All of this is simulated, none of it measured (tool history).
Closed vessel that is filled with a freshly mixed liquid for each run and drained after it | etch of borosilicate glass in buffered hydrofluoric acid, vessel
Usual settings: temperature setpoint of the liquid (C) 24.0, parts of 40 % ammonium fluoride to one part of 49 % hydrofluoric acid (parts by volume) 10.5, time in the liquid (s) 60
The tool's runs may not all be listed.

run,hour,temperature setpoint of the liquid (C),parts of 40 % ammonium fluoride to one part of 49 % hydrofluoric acid (parts by volume),time in the liquid (s),wafers since the last listed run,hours since the thermometer was replaced,hours since the hydrofluoric acid flow meter was replaced,hours since the gauge calibration,"read-back film thickness of the borosilicate glass reference wafer, read on the same gauge (nm)",thickness taken off the borosilicate glass on a monitor wafer (nm)
1,0.0,24.0,8.5,60,0,2586.7,952.6,225.9,90.01,71.06
2,8.4,24.0,10.5,60,825,2595.1,961.0,234.3,90.00,58.62
3,17.9,24.0,10.5,60,933,2604.6,970.5,243.8,90.00,58.61
4,35.0,24.0,10.5,60,1681,2621.7,987.6,260.9,89.96,58.59
5,51.6,24.0,10.5,60,1631,2638.3,1004.2,277.5,90.00,57.65
6,69.4,24.0,10.5,75,1749,2656.1,1022.0,295.3,89.99,72.68
7,86.6,24.0,10.5,75,1690,2673.3,1039.2,312.5,90.02,73.17
8,103.3,24.0,10.5,75,1641,2690.0,1055.9,329.2,89.99,71.09
9,114.6,24.0,10.5,60,1110,2701.3,1067.2,340.5,89.98,58.09
10,124.2,24.0,10.5,60,943,2710.9,1076.8,350.1,90.02,57.69
11,144.6,24.0,10.5,60,2005,2731.3,1097.2,370.5,89.99,57.52
12,154.5,25.0,10.5,60,973,2741.2,1107.1,380.4,90.03,61.31
13,169.9,24.0,10.5,70,1513,2756.6,1122.5,395.8,90.03,66.40
14,177.4,24.0,8.0,60,737,2764.1,1130.0,403.3,89.97,73.96
15,193.0,20.5,9.0,75,1533,2779.7,1145.6,418.9,90.03,69.51
16,200.0,27.5,14.5,60,688,2786.7,1152.6,425.9,89.97,50.01
17,217.8,19.5,10.5,60,1749,2804.5,1170.4,443.7,90.03,44.70
18,235.2,28.5,10.5,60,1710,2821.9,1187.8,461.1,89.99,72.45
# hour 251.1: hydrofluoric acid flow meter replaced
19,251.6,22.5,8.5,75,1513,2838.3,0.5,477.5,90.04,90.77
# hour 259.2: gauge calibrated
20,259.6,24.0,10.5,45,786,2846.3,8.5,0.4,90.01,49.80
21,271.0,28.5,13.0,35,1120,2857.7,19.9,11.8,90.03,39.24
22,277.6,24.0,8.0,30,648,2864.3,26.5,18.4,89.99,41.61
23,285.7,24.0,10.5,60,796,2872.4,34.6,26.5,89.99,66.11
# hour 297.8: thermometer replaced
24,298.3,27.0,10.5,90,1140,0.5,47.2,39.1,89.99,114.78
25,309.8,24.0,10.5,60,1130,12.0,58.7,50.6,90.01,65.62
26,321.2,20.0,8.5,30,1120,23.4,70.1,62.0,89.98,31.34
27,369.4,24.0,7.5,30,4738,71.6,118.3,110.2,90.00,44.64
28,387.3,26.0,10.5,75,1759,89.5,136.2,128.1,90.01,90.03
29,395.8,19.0,13.5,40,835,98.0,144.7,136.6,90.02,25.38
30,411.3,24.0,10.5,60,1523,113.5,160.2,152.1,90.01,64.70
31,428.7,21.5,10.5,70,1710,130.9,177.6,169.5,89.98,66.35
32,443.8,24.0,10.5,60,1484,146.0,192.7,184.6,90.01,64.00

Forecast each of these 5 alternatives for the next run:
A,444.5,24.0,14.0,60,68,146.7,193.4,185.3,?,?
B,444.5,20.0,8.5,35,68,146.7,193.4,185.3,?,?
C,444.5,24.0,13.5,90,68,146.7,193.4,185.3,?,?
D,444.5,22.0,7.5,30,68,146.7,193.4,185.3,?,?
E,444.5,28.5,7.5,80,68,146.7,193.4,185.3,?,?

run,"read-back film thickness of the borosilicate glass reference wafer, read on the same gauge (nm)",thickness taken off the borosilicate glass on a monitor wafer (nm)
A,90.01,47.88
B,90.01,35.68
C,90.01,74.46
D,90.01,39.14
E,90.01,147.21
Without the tool's hidden state the same runs would have given:
run,thickness taken off the borosilicate glass on a monitor wafer (nm)
A,48.89
B,36.51
C,76.02
D,40.06
E,150.65
